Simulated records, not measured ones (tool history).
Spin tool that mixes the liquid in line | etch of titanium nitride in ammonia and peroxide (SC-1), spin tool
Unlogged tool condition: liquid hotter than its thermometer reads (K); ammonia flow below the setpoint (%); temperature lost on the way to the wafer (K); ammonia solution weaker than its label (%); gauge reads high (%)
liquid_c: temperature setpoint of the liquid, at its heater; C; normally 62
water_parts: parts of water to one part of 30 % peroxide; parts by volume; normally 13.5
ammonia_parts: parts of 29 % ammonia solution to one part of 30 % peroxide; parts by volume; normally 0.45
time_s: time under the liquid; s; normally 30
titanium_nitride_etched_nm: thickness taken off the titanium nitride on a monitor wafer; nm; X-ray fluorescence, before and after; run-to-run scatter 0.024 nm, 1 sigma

run	hour	liquid_c	water_parts	ammonia_parts	time_s	wafers since the last listed run	hours since the thermometer was replaced	hours since the ammonia flow meter was replaced	hours since the heated supply line was repaired	hours since the drum of ammonia solution was connected	hours since the gauge calibration	read-back film thickness of the titanium nitride reference wafer, read on the same gauge (nm)	titanium_nitride_etched_nm
1	0	62	13.5	0.45	30	0	2159	51.1	1162	519.2	588.9	80	5.89
2	49.6	62	13.5	0.45	30	633	2208.6	100.7	1211.6	568.8	638.5	80.03	5.85
3	112.1	62	13.5	0.45	30	798	2271.1	163.2	1274.1	631.3	701	80.01	5.81
4	158.4	62	13.5	0.45	30	591	2317.4	209.5	1320.4	677.6	747.3	80	5.79
5	202.9	62	13.5	0.3	30	568	2361.9	254	1364.9	722.1	791.8	80.01	5.34
6	370.7	62	13.5	0.3	30	2142	2529.7	421.8	1532.7	889.9	959.6	79.98	5.29
# hour 384.2: thermometer replaced
7	399.1	62	13.5	0.45	30	349	14.9	450.2	1561.1	918.3	988	79.97	5.7
8	460.8	62	13.5	0.45	30	787	76.6	511.9	1622.8	980	1049.7	79.98	5.73
9	503.2	62	13.5	0.45	30	541	119	554.3	1665.2	1022.4	1092.1	79.97	5.66
# hour 526.9: new drum of ammonia solution connected
10	568.3	62	13.5	0.45	30	818	184.1	619.4	1730.3	41.4	1157.2	80.01	5.68
11	628.4	62	13.5	0.45	30	767	244.2	679.5	1790.4	101.5	1217.3	79.98	5.6
# hour 642.6: gauge calibrated
# hour 658.4: ammonia flow meter replaced
12	690.2	62	13.5	0.45	30	776	306	31.8	1852.2	163.3	47.6	80	5.75
13	735.4	68	19.5	0.65	20	577	351.2	77	1897.4	208.5	92.8	80.03	4.88
# hour 790.7: heated supply line repaired
14	800.4	70	10.5	0.5	45	817	416.2	142	9.7	273.5	157.8	80	18.02
15	838	56.5	20	0.45	30	480	453.8	179.6	47.3	311.1	195.4	80.01	3.48
16	890.2	56	7.5	0.6	30	666	506	231.8	99.5	363.3	247.6	79.99	5.93
17	940.9	62	9	0.45	15	647	556.7	282.5	150.2	414	298.3	80	3.8
18	999.5	62	13.5	0.3	40	748	615.3	341.1	208.8	472.6	356.9	80	7.54

For each run, the measured value with the value that run would have given without the tool's hidden condition subtracted. The run-to-run variation is shared by both, the gauge scatter possibly not:
run	titanium_nitride_etched_nm
1	-0.39
2	-0.42
3	-0.45
4	-0.47
5	-0.45
6	-0.52
7	-0.57
8	-0.59
9	-0.61
10	-0.64
11	-0.66
12	-0.58
13	-0.49
14	-0.22
15	-0.06
16	-0.11
17	-0.09
18	-0.22

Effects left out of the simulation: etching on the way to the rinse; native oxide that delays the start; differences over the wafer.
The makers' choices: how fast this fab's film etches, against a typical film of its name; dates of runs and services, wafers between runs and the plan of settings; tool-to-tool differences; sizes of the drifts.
